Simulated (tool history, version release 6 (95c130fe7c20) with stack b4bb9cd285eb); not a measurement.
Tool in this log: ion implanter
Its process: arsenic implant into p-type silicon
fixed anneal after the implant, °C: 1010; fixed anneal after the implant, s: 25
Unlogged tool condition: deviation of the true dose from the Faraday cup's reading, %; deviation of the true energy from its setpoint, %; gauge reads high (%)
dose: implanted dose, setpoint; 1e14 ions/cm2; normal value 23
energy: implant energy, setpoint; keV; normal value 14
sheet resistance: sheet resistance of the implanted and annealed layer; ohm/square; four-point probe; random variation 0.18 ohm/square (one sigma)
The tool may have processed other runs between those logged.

run	hour	dose	energy	wafers since the last listed run	hours since the last dose calibration	hours since the extraction supply was calibrated	hours since the gauge calibration	read-back reference wafer on the same gauge, sheet resistance	sheet resistance
1	0	23	14	0	765.3	1428	1606.9	129.01	106.85
# hour 22.6: Faraday cup replaced and dose calibrated
2	36.1	23	14	602	13.5	1464.1	1643	128.89	106.93
3	105	23	14	1476	82.4	1533	1711.9	129.05	106.7
4	176.6	23	14	1534	154	1604.6	1783.5	129.01	106.81
5	238.8	23	14	1332	216.2	1666.8	1845.7	128.96	106.74
6	283.7	23	17.5	962	261.1	1711.7	1890.6	129.09	101.22
7	351.2	23	17.5	1446	328.6	1779.2	1958.1	129.03	101.18
# hour 529.3: extraction supply calibrated
8	529.8	23	14	3655	507.2	0.5	2136.7	129.08	107.2
9	588.6	23	14	1259	566	59.3	2195.5	129	107.81
10	656.8	23	14	1461	634.2	127.5	2263.7	129.05	107.46
11	688.7	23	14	683	666.1	159.4	2295.6	128.98	107.46
12	746.3	23	14	1234	723.7	217	2353.2	128.98	107.54
13	772.3	23	11.5	557	749.7	243	2379.2	128.99	111.3
# hour 831.1: Faraday cup replaced and dose calibrated
14	836.3	23	11.5	1199	5.2	307	2443.2	128.95	111.13
15	863.6	23	14	584	32.5	334.3	2470.5	128.93	107.45
# hour 962.8: gauge calibrated
16	1067.7	23	14	4373	236.6	538.4	104.9	128.99	107.52
17	1104.5	25.38	12	788	273.4	575.2	141.7	129.04	109.13
18	1145.4	23	14	876	314.3	616.1	182.6	128.99	107.17
19	1183.8	26.7	12	822	352.7	654.5	221	129.01	108.03
20	1223.6	25.32	14	852	392.5	694.3	260.8	128.99	105.63
21	1248.8	21.14	11.5	539	417.7	719.5	286	128.99	112.77
22	1306.3	17.53	15.5	1232	475.2	777	343.5	129	110.79
23	1350.6	19.27	18	949	519.5	821.3	387.8	129.04	104.82
24	1380.2	26.5	10	634	549.1	850.9	417.4	129.03	110.82
25	1420.4	28.98	11	861	589.3	891.1	457.6	129.07	108.11
26	1447	20.82	11	569	615.9	917.7	484.2	129	113.56
27	1496.1	18.34	16.5	1052	665	966.8	533.3	128.97	108.07
28	1542.7	28.55	12	998	711.6	1013.4	579.9	128.94	106.45
29	1602.1	23	14	1272	771	1072.8	639.3	128.97	107.18
30	1633.1	21.14	11.5	664	802	1103.8	670.3	128.95	112.67
31	1703.4	17.45	14	1506	872.3	1174.1	740.6	129.02	112.88
# hour 1712: Faraday cup replaced and dose calibrated
32	1762.9	23	14	1103	50.9	1233.6	800.1	128.99	106.81
33	1891.2	26.37	14	2749	179.2	1361.9	928.4	129	104.98
34	1933.1	23	12.5	897	221.1	1403.8	970.3	128.96	109.02
35	1975.3	23	10	904	263.3	1446	1012.5	129	112.79
36	2005.2	25.76	14	640	293.2	1475.9	1042.4	129	104.95
37	2034.7	19.63	14	632	322.7	1505.4	1071.9	129	109.69

4 ways to go on from here, each from the tool as it stands after run 37. What would each give?
A	2035.1	23	14	8	323.1	1505.8	1072.3	?	?
B	2035.1	25.03	10.5	8	323.1	1505.8	1072.3	?	?
C	2035.1	17.74	14	8	323.1	1505.8	1072.3	?	?
D	2035.1	19.83	14	8	323.1	1505.8	1072.3	?	?

run	read-back reference wafer on the same gauge, sheet resistance	sheet resistance
A	129.07	106.69
B	129.07	110.62
C	129.07	112.2
D	129.07	109.56
Without the tool's hidden state the same runs would have given:
run	sheet resistance
A	107.28
B	111.04
C	112.79
D	110.15
